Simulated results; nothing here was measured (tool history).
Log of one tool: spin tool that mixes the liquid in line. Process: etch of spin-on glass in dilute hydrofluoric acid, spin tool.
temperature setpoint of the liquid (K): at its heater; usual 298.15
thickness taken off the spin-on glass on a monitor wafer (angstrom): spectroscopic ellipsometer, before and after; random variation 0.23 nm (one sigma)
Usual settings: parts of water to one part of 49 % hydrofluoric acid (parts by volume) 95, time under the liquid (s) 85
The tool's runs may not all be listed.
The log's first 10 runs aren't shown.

run    hour  temperature setpoint of the liquid (K)  parts of water to one part of 49 % hydrofluoric acid (parts by volume)  time under the liquid (s)  wafers since the last listed run  hours since the thermometer was replaced  hours since the hydrofluoric acid flow meter was replaced  hours since the gauge calibration  read-back film thickness of the spin-on glass reference wafer, read on the same gauge (nm)  thickness taken off the spin-on glass on a monitor wafer (angstrom)
 11   499.2                                  298.15                                                                      95                         85                               489                                    1993.6                                                     2447.4                              553.3                                                                                      119.95                                                                358.6
 12   552.5                                  298.15                                                                      95                         85                               432                                    2046.9                                                     2500.7                              606.6                                                                                         120                                                                358.2
 13     599                                  298.15                                                                      95                         85                               377                                    2093.4                                                     2547.2                              653.1                                                                                         120                                                                354.5
      641.2  -- hydrofluoric acid flow meter replaced
 14   654.2                                  299.65                                                                      65                         85                               439                                    2148.6                                                         13                              708.3                                                                                      119.97                                                                571.6
 15   814.9                                  299.65                                                                      65                         85                              1304                                    2309.3                                                      173.7                                869                                                                                      119.99                                                                568.8
 16   870.1                                  299.65                                                                      65                         85                               448                                    2364.5                                                      228.9                              924.2                                                                                      119.97                                                                568.1
 17   932.2                                  300.15                                                                      95                         85                               504                                    2426.6                                                        291                              986.3                                                                                      119.96                                                                382.3
      963.3  -- gauge calibrated
 18   984.4                                  300.65                                                                      55                         45                               423                                    2478.8                                                      343.2                               21.1                                                                                         120                                                                376.5
 19  1053.3                                  301.15                                                                      95                        120                               559                                    2547.7                                                      412.1                                 90                                                                                      120.01                                                                553.5
 20  1117.8                                  296.65                                                                     110                         85                               523                                    2612.2                                                      476.6                              154.5                                                                                      120.01                                                                277.7
 21  1157.1                                  298.15                                                                      95                         85                               319                                    2651.5                                                      515.9                              193.8                                                                                      120.01                                                                350.3
 22  1190.8                                  302.65                                                                     125                         40                               273                                    2685.2                                                      549.6                              227.5                                                                                      120.02                                                                142.4
 23  1238.4                                  295.65                                                                      95                         55                               386                                    2732.8                                                      597.2                              275.1                                                                                      119.98                                                                  206
     1259.4  -- thermometer replaced
 24  1291.2                                  302.65                                                                     125                        105                               420                                      31.8                                                        650                              327.9                                                                                      120.01                                                                408.8
 25  1334.5                                  298.15                                                                      95                         85                               351                                      75.1                                                      693.3                              371.2                                                                                      120.07                                                                376.3
 26  1391.8                                  293.65                                                                     120                         65                               465                                     132.4                                                      750.6                              428.5                                                                                      119.94                                                                185.2
 27  1430.2                                  298.15                                                                      95                         85                               311                                     170.8                                                        789                              466.9                                                                                      120.02                                                                380.9
 28  1500.3                                  298.15                                                                     140                        115                               569                                     240.9                                                      859.1                                537                                                                                         120                                                                326.1
 29    1546                                  298.15                                                                      95                         85                               370                                     286.6                                                      904.8                              582.7                                                                                      120.04                                                                377.1
 30  1600.5                                  298.15                                                                      95                         85                               442                                     341.1                                                      959.3                              637.2                                                                                      119.96                                                                377.6
 31  1643.6                                  299.65                                                                      45                         70                               349                                     384.2                                                     1002.4                              680.3                                                                                      120.02                                                                746.6
 32  1679.3                                  302.15                                                                      80                        135                               289                                     419.9                                                     1038.1                                716                                                                                      119.99                                                                846.3
 33  1724.5                                  302.65                                                                     135                         85                               366                                     465.1                                                     1083.3                              761.2                                                                                      120.01                                                                298.8

Forecast each of these 3 alternatives for the next run:
  A  1724.9                                  298.15                                                                      95                         85                                 3                                     465.5                                                     1083.7                              761.6                                                                                           ?                                                                    ?
  B  1724.9                                  298.15                                                                     125                        115                                 3                                     465.5                                                     1083.7                              761.6                                                                                           ?                                                                    ?
  C  1724.9                                  296.65                                                                     120                         85                                 3                                     465.5                                                     1083.7                              761.6                                                                                           ?                                                                    ?

run  read-back film thickness of the spin-on glass reference wafer, read on the same gauge (nm)  thickness taken off the spin-on glass on a monitor wafer (angstrom)
  A                                                                                      119.97                                                                373.8
  B                                                                                      119.97                                                                370.5
  C                                                                                      119.97                                                                270.6
Without the tool's hidden state the same runs would have given:
run  thickness taken off the spin-on glass on a monitor wafer (angstrom)
  A                                                                385.2
  B                                                                381.6
  C                                                                278.8
